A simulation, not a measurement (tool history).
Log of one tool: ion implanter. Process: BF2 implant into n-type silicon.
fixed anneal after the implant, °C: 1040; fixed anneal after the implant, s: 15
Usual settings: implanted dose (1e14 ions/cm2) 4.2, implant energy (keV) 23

| run | hour | implanted dose (1e14 ions/cm2) | implant energy (keV) | wafers since the last listed run | hours since the last dose calibration | hours since the extraction supply was calibrated | hours since the gauge calibration | read-back reference wafer on the same gauge, sheet resistance | sheet resistance of the implanted and annealed layer (ohm/square) |
|---|---|---|---|---|---|---|---|---|---|
| 1 | 0 | 4.2 | 23 | 0 | 1211.4 | 5462.7 | 150.7 | 280.93 | 294.99 |
| 2 | 35 | 4.2 | 23 | 742 | 1246.4 | 5497.7 | 185.7 | 281.01 | 295.49 |
| 3 | 60.8 | 4.2 | 23 | 547 | 1272.2 | 5523.5 | 211.5 | 281.01 | 295.91 |
| 4 | 75.7 | 4.2 | 27 | 316 | 1287.1 | 5538.4 | 226.4 | 281.12 | 290.34 |
| 5 | 91.2 | 4.2 | 27 | 328 | 1302.6 | 5553.9 | 241.9 | 280.95 | 291.45 |
| 6 | 114.1 | 4.2 | 23 | 485 | 1325.5 | 5576.8 | 264.8 | 281.09 | 295.89 |
| 7 | 137.5 | 4.2 | 23 | 496 | 1348.9 | 5600.2 | 288.2 | 281.05 | 296.4 |
| 8 | 158.6 | 4.2 | 23 | 447 | 1370 | 5621.3 | 309.3 | 281.03 | 295.68 |
| 9 | 176.8 | 3.36 | 23 | 386 | 1388.2 | 5639.5 | 327.5 | 281.04 | 359.09 |
| 10 | 197.7 | 3.36 | 23 | 443 | 1409.1 | 5660.4 | 348.4 | 281.1 | 357.72 |
| 11 | 212.7 | 3.87 | 23 | 318 | 1424.1 | 5675.4 | 363.4 | 280.9 | 317.29 |
| 12 | 246.8 | 4.47 | 23 | 723 | 1458.2 | 5709.5 | 397.5 | 281 | 281.84 |
|  | 253.7 | gauge calibrated |
|  | 258.1 | Faraday cup replaced and dose calibrated |
| 13 | 259.2 | 5.05 | 23 | 93 | 1.1 | 5721.9 | 5.5 | 281.03 | 250.13 |
| 14 | 274.6 | 2.97 | 30 | 326 | 16.5 | 5737.3 | 20.9 | 281.05 | 381.46 |
|  | 283 | extraction supply calibrated |
| 15 | 318.5 | 4.2 | 23 | 761 | 60.4 | 35.5 | 64.8 | 281.21 | 290.96 |
| 16 | 332.2 | 4.2 | 23 | 290 | 74.1 | 49.2 | 78.5 | 280.78 | 290.84 |
| 17 | 352.7 | 4.2 | 23 | 435 | 94.6 | 69.7 | 99 | 281.12 | 291.52 |
| 18 | 385.2 | 3.32 | 28.5 | 689 | 127.1 | 102.2 | 131.5 | 280.99 | 347.72 |
| 19 | 414.3 | 4.2 | 27.5 | 617 | 156.2 | 131.3 | 160.6 | 281.01 | 285.63 |
| 20 | 440.9 | 4.93 | 20 | 564 | 182.8 | 157.9 | 187.2 | 281.04 | 259.65 |
| 21 | 471.8 | 5.25 | 18.5 | 655 | 213.7 | 188.8 | 218.1 | 281.02 | 250.64 |
| 22 | 505.5 | 4.2 | 23 | 715 | 247.4 | 222.5 | 251.8 | 280.92 | 291.88 |
| 23 | 535.2 | 3.12 | 26.5 | 630 | 277.1 | 252.2 | 281.5 | 281.12 | 369.75 |
| 24 | 562.7 | 3.48 | 23 | 583 | 304.6 | 279.7 | 309 | 280.89 | 341.59 |
| 25 | 585.8 | 3 | 27.5 | 490 | 327.7 | 302.8 | 332.1 | 281.04 | 380.26 |
| 26 | 604.5 | 4.2 | 23 | 396 | 346.4 | 321.5 | 350.8 | 280.93 | 291.86 |

4 ways to go on from here, each from the tool as it stands after run 26. What would each give?
| A | 604.9 | 4.2 | 23 | 8 | 346.8 | 321.9 | 351.2 | ? | ? |
| B | 604.9 | 3.18 | 27.5 | 8 | 346.8 | 321.9 | 351.2 | ? | ? |
| C | 604.9 | 2.98 | 23 | 8 | 346.8 | 321.9 | 351.2 | ? | ? |
| D | 604.9 | 3.17 | 20 | 8 | 346.8 | 321.9 | 351.2 | ? | ? |

| run | read-back reference wafer on the same gauge, sheet resistance | sheet resistance of the implanted and annealed layer (ohm/square) |
|---|---|---|
| A | 281.06 | 291.52 |
| B | 281.06 | 362.9 |
| C | 281.06 | 390.29 |
| D | 281.06 | 375.33 |
Without the tool's hidden state the same runs would have given:
| run | sheet resistance of the implanted and annealed layer (ohm/square) |
|---|---|
| A | 291.2 |
| B | 362.49 |
| C | 389.85 |
| D | 374.91 |
